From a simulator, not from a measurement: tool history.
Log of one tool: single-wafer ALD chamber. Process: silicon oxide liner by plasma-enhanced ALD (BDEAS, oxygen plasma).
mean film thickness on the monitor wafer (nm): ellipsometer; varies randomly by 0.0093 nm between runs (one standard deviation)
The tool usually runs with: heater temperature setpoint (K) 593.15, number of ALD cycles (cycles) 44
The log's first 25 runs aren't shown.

| run | hour | heater temperature setpoint (K) | number of ALD cycles (cycles) | wafers since the last listed run | hours since the last thermocouple change | hours since the gauge calibration | read-back reference wafer on the same gauge, thickness_nm | mean film thickness on the monitor wafer (nm) |
|---|---|---|---|---|---|---|---|---|
| 26 | 1670.9 | 602.15 | 44 | 252 | 258.4 | 828.0 | 4.400 | 3.682 |
| 27 | 1726.9 | 588.15 | 47 | 537 | 314.4 | 884.0 | 4.402 | 4.006 |
| 28 | 1773.0 | 593.15 | 44 | 442 | 360.5 | 930.1 | 4.400 | 3.731 |
| 29 | 1823.6 | 587.15 | 39 | 485 | 411.1 | 980.7 | 4.399 | 3.321 |
| 30 | 1997.1 | 593.15 | 47 | 1664 | 584.6 | 1154.2 | 4.399 | 3.971 |
| 31 | 2086.4 | 593.15 | 44 | 856 | 673.9 | 1243.5 | 4.401 | 3.725 |
| 32 | 2121.3 | 593.15 | 51 | 334 | 708.8 | 1278.4 | 4.400 | 4.321 |
| 33 | 2148.4 | 593.15 | 44 | 260 | 735.9 | 1305.5 | 4.397 | 3.749 |
| 34 | 2209.6 | 583.15 | 42 | 587 | 797.1 | 1366.7 | 4.401 | 3.600 |
| 35 | 2247.0 | 600.15 | 41 | 358 | 834.5 | 1404.1 | 4.401 | 3.437 |
| 36 | 2317.9 | 587.15 | 40 | 680 | 905.4 | 1475.0 | 4.402 | 3.401 |
| 37 | 2383.1 | 586.15 | 48 | 625 | 970.6 | 1540.2 | 4.401 | 4.096 |
| 38 | 2440.5 | 593.15 | 44 | 550 | 1028.0 | 1597.6 | 4.401 | 3.726 |
| 39 | 2483.9 | 606.15 | 52 | 416 | 1071.4 | 1641.0 | 4.398 | 4.332 |
| 40 | 2534.0 | 593.15 | 44 | 480 | 1121.5 | 1691.1 | 4.398 | 3.721 |
| 41 | 2592.5 | 593.15 | 44 | 561 | 1180.0 | 1749.6 | 4.399 | 3.733 |
|  | 2601.5 | gauge calibrated |
| 42 | 2635.4 | 593.15 | 37 | 411 | 1222.9 | 33.9 | 4.399 | 3.123 |
| 43 | 2662.7 | 580.15 | 36 | 261 | 1250.2 | 61.2 | 4.401 | 3.097 |
| 44 | 2701.5 | 601.15 | 51 | 372 | 1289.0 | 100.0 | 4.402 | 4.280 |
| 45 | 2734.2 | 584.15 | 49 | 313 | 1321.7 | 132.7 | 4.400 | 4.199 |
| 46 | 2771.4 | 593.15 | 44 | 356 | 1358.9 | 169.9 | 4.402 | 3.715 |

Consider 5 possible next runs. They are alternatives, not a sequence: every one starts from the tool as it was left by run 46. What does each give?
| A | 2771.9 | 593.15 | 44 | 4 | 1359.4 | 170.4 | ? | ? |
| B | 2771.9 | 606.15 | 36 | 4 | 1359.4 | 170.4 | ? | ? |
| C | 2771.9 | 585.15 | 44 | 4 | 1359.4 | 170.4 | ? | ? |
| D | 2771.9 | 604.15 | 44 | 4 | 1359.4 | 170.4 | ? | ? |
| E | 2771.9 | 605.15 | 36 | 4 | 1359.4 | 170.4 | ? | ? |

| run | read-back reference wafer on the same gauge, thickness_nm | mean film thickness on the monitor wafer (nm) |
|---|---|---|
| A | 4.399 | 3.717 |
| B | 4.399 | 2.991 |
| C | 4.399 | 3.755 |
| D | 4.399 | 3.665 |
| E | 4.399 | 2.995 |
What these runs would have given with no unlogged condition in the tool:
| run | mean film thickness on the monitor wafer (nm) |
|---|---|
| A | 3.717 |
| B | 2.991 |
| C | 3.755 |
| D | 3.665 |
| E | 2.995 |
